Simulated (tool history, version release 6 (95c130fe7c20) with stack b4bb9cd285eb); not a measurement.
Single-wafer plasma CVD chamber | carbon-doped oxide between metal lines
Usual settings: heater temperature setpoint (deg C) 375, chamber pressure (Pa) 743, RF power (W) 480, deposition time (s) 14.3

| run | hour | heater temperature setpoint (deg C) | chamber pressure (Pa) | RF power (W) | deposition time (s) | read-back reference wafer on the same gauge, thickness_nm | mean film thickness on the monitor wafer (Å) |
|---|---|---|---|---|---|---|---|
| 1 | 0.0 | 375 | 743 | 480 | 14.3 | 72.567 | 684.21 |
| 2 | 14.9 | 375 | 743 | 480 | 14.3 | 72.547 | 682.72 |
| 3 | 66.7 | 375 | 743 | 480 | 14.3 | 72.618 | 682.19 |
| 4 | 76.7 | 375 | 743 | 480 | 14.3 | 72.615 | 681.36 |
| 5 | 94.1 | 375 | 743 | 480 | 14.3 | 72.614 | 679.52 |
|  | 103.7 | RF generator calibrated |
| 6 | 104.2 | 375 | 743 | 480 | 14.3 | 72.603 | 731.18 |
| 7 | 111.0 | 375 | 743 | 480 | 14.3 | 72.608 | 730.10 |
|  | 122.1 | thermocouple changed; heater temperature recalibrated |
| 8 | 122.6 | 375 | 743 | 480 | 14.3 | 72.633 | 725.92 |
| 9 | 133.8 | 375 | 743 | 480 | 14.3 | 72.637 | 729.07 |
| 10 | 143.2 | 375 | 743 | 480 | 14.3 | 72.567 | 729.67 |
| 11 | 154.6 | 375 | 743 | 480 | 13.2 | 72.586 | 669.75 |
| 12 | 162.7 | 375 | 743 | 480 | 14.3 | 72.531 | 729.33 |
| 13 | 177.5 | 375 | 891 | 390 | 11.8 | 72.583 | 516.86 |
| 14 | 186.0 | 368 | 743 | 570 | 14.3 | 72.580 | 824.51 |
|  | 210.8 | gauge calibrated |
|  | 216.1 | showerhead replaced, of another model than before |
| 15 | 221.2 | 364 | 689 | 520 | 16.9 | 72.618 | 910.69 |
| 16 | 235.9 | 375 | 743 | 480 | 14.3 | 72.599 | 721.07 |
|  | 251.6 | capacitance manometer re-zeroed and calibrated |
| 17 | 252.1 | 389 | 743 | 565 | 14.3 | 72.668 | 807.90 |
| 18 | 266.8 | 387 | 869 | 455 | 15.4 | 72.550 | 737.02 |
| 19 | 273.7 | 375 | 919 | 480 | 14.3 | 72.577 | 741.94 |
| 20 | 325.5 | 388 | 865 | 435 | 15.9 | 72.535 | 715.68 |
| 21 | 334.2 | 375 | 743 | 480 | 14.3 | 72.615 | 715.42 |

Forecast each of these 5 alternatives for the next run:
| A | 334.6 | 375 | 743 | 480 | 14.3 | ? | ? |
| B | 334.6 | 375 | 743 | 525 | 14.3 | ? | ? |
| C | 334.6 | 381 | 839 | 520 | 16.7 | ? | ? |
| D | 334.6 | 389 | 868 | 545 | 15.1 | ? | ? |
| E | 334.6 | 385 | 743 | 480 | 14.3 | ? | ? |

| run | read-back reference wafer on the same gauge, thickness_nm | mean film thickness on the monitor wafer (Å) |
|---|---|---|
| A | 72.598 | 714.54 |
| B | 72.598 | 773.46 |
| C | 72.598 | 903.09 |
| D | 72.598 | 843.41 |
| E | 72.598 | 701.65 |
Without the tool's hidden state the same runs would have given:
| run | mean film thickness on the monitor wafer (Å) |
|---|---|
| A | 733.71 |
| B | 793.82 |
| C | 926.86 |
| D | 865.04 |
| E | 720.48 |

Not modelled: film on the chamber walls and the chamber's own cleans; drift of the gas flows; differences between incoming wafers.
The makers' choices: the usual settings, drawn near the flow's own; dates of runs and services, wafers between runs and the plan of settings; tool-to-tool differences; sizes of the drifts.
